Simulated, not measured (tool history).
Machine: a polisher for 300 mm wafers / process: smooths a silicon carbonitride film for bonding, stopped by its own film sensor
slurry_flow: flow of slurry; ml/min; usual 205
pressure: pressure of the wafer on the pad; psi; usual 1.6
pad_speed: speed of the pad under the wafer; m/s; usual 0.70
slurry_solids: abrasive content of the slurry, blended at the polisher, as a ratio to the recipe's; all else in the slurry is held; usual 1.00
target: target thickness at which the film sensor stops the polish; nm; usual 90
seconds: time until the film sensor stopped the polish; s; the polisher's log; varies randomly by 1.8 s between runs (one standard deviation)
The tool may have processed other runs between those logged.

run   hour  slurry_flow  pressure  pad_speed  slurry_solids  target  wafers since the last listed run  wafers polished on this pad  hours since the slurry nozzle was cleaned  hours since the head pressure was calibrated  hours since the slurry blender was calibrated  incoming thickness of the incoming film, nm  seconds
  1    0.0          205       1.6       0.70           1.00      90                                 0                          256                                       86.4                                         989.3                                           27.5                                        109.1    127.1
  2   17.7          205       1.6       0.70           1.00      90                               125                          381                                      104.1                                        1007.0                                           45.2                                        110.5    135.4
  3   26.1          205       1.6       0.70           1.00      90                                59                          441                                      112.5                                        1015.4                                           53.6                                        109.6    131.9
  4   32.4          205       1.6       0.70           1.00      90                                44                          486                                      118.8                                        1021.7                                           59.9                                        110.6    137.9
  5   83.1          205       1.6       0.70           1.00      90                               360                          847                                      169.5                                        1072.4                                          110.6                                        109.8    133.8
  6   95.2          205       1.6       0.70           1.00      90                                86                          933                                      181.6                                        1084.5                                          122.7                                        111.7    142.6
  7  106.1          205       1.6       0.70           1.00      90                                77                         1010                                      192.5                                        1095.4                                          133.6                                        110.8    137.1
     133.4  -- worn pad replaced by a new one
     138.0  -- head pressure recalibrated
  8  144.2          205       1.6       0.90           1.00      95                               228                           62                                      230.6                                           6.2                                          171.7                                        111.0     78.8
     149.7  -- slurry blender recalibrated
  9  155.0          205       1.6       0.54           1.00      90                                62                          125                                      241.4                                          17.0                                            5.3                                        110.4    149.0
 10  165.5          205       1.6       0.70           1.00      90                                74                          199                                      251.9                                          27.5                                           15.8                                        110.9    126.0
 11  179.2          205       1.6       0.70           0.85      90                                97                          297                                      265.6                                          41.2                                           29.5                                        109.5    125.9
 12  193.9          205       1.3       0.70           1.00      90                               104                          401                                      280.3                                          55.9                                           44.2                                        111.3    161.9
 13  223.1          140       1.6       0.60           0.75      88                               207                          609                                      309.5                                          85.1                                           73.4                                        111.9    205.4
 14  235.9          205       1.6       0.62           1.00      90                                91                          700                                      322.3                                          97.9                                           86.2                                        108.8    126.9
     241.6  -- slurry nozzle cleaned
 15  249.3          205       1.6       0.70           1.00      90                                88                          788                                        7.7                                         111.3                                           99.6                                        110.4    126.1
 16  256.6          235       1.6       0.70           1.00      90                                51                          840                                       15.0                                         118.6                                          106.9                                        110.1    123.6
 17  263.1          205       1.4       0.70           1.00      90                                46                          886                                       21.5                                         125.1                                          113.4                                        108.8    130.9
     300.9  -- worn pad replaced by a new one
 18  301.4          170       1.6       0.58           1.00      90                               243                            3                                       59.8                                         163.4                                          151.7                                        109.8    148.6
 19  309.6          205       1.2       0.60           0.90      90                                58                           62                                       68.0                                         171.6                                          159.9                                        112.3    217.0
 20  318.6          205       1.6       0.70           1.00      90                                64                          126                                       77.0                                         180.6                                          168.9                                        112.4    142.0
     327.8  -- slurry blender recalibrated
 21  336.0          205       1.3       0.70           1.20      97                               109                          235                                       94.4                                         198.0                                            8.2                                        109.8     87.5
 22  347.8          240       1.6       0.70           1.00      90                                83                          319                                      106.2                                         209.8                                           20.0                                        109.5    121.6
 23  359.9          140       1.1       0.70           1.00      90                                86                          405                                      118.3                                         221.9                                           32.1                                        110.8    202.0
 24  377.3          270       1.3       0.88           1.00      90                               123                          529                                      135.7                                         239.3                                           49.5                                        109.2    118.2
 25  393.2          205       1.6       0.52           1.00      90                               113                          642                                      151.6                                         255.2                                           65.4                                        109.4    155.8
 26  410.8          205       1.2       0.70           1.20      90                               125                          767                                      169.2                                         272.8                                           83.0                                        110.2    156.3
 27  417.7          205       1.6       0.70           1.00      90                                49                          816                                      176.1                                         279.7                                           89.9                                        110.9    133.0
 28  430.4          175       1.6       0.70           1.00      90                                90                          907                                      188.8                                         292.4                                          102.6                                        109.6    126.9
 29  441.6          185       1.2       0.70           1.15      86                                79                          986                                      200.0                                         303.6                                          113.8                                        109.0    181.8
 30  452.1          170       1.6       0.90           1.20      84                                74                         1061                                      210.5                                         314.1                                          124.3                                        111.1    135.2

Measured less the same run without the tool's hidden state. The same run-to-run variation is in both; the gauge's scatter may not be:
Hidden state at play: removal rate lost through wear of the pad, %; slurry flow missing at the pad, %; deviation of the head's pressure from its setpoint, %; abrasive missing from the slurry, %.
run  seconds
  1    +13.7
  2    +14.5
  3    +14.2
  4    +14.9
  5    +14.6
  6    +15.6
  7    +15.0
  8     +0.3
  9     +1.0
 10     +1.3
 11     +1.8
 12     +3.0
 13     +5.5
 14     +3.8
 15     +4.2
 16     +4.3
 17     +4.7
 18     +6.7
 19    +10.1
 20     +6.9
 21     +4.6
 22     +6.6
 23    +11.3
 24     +7.1
 25     +9.6
 26    +10.1
 27     +8.8
 28     +8.7
 29    +12.7
 30     +9.7
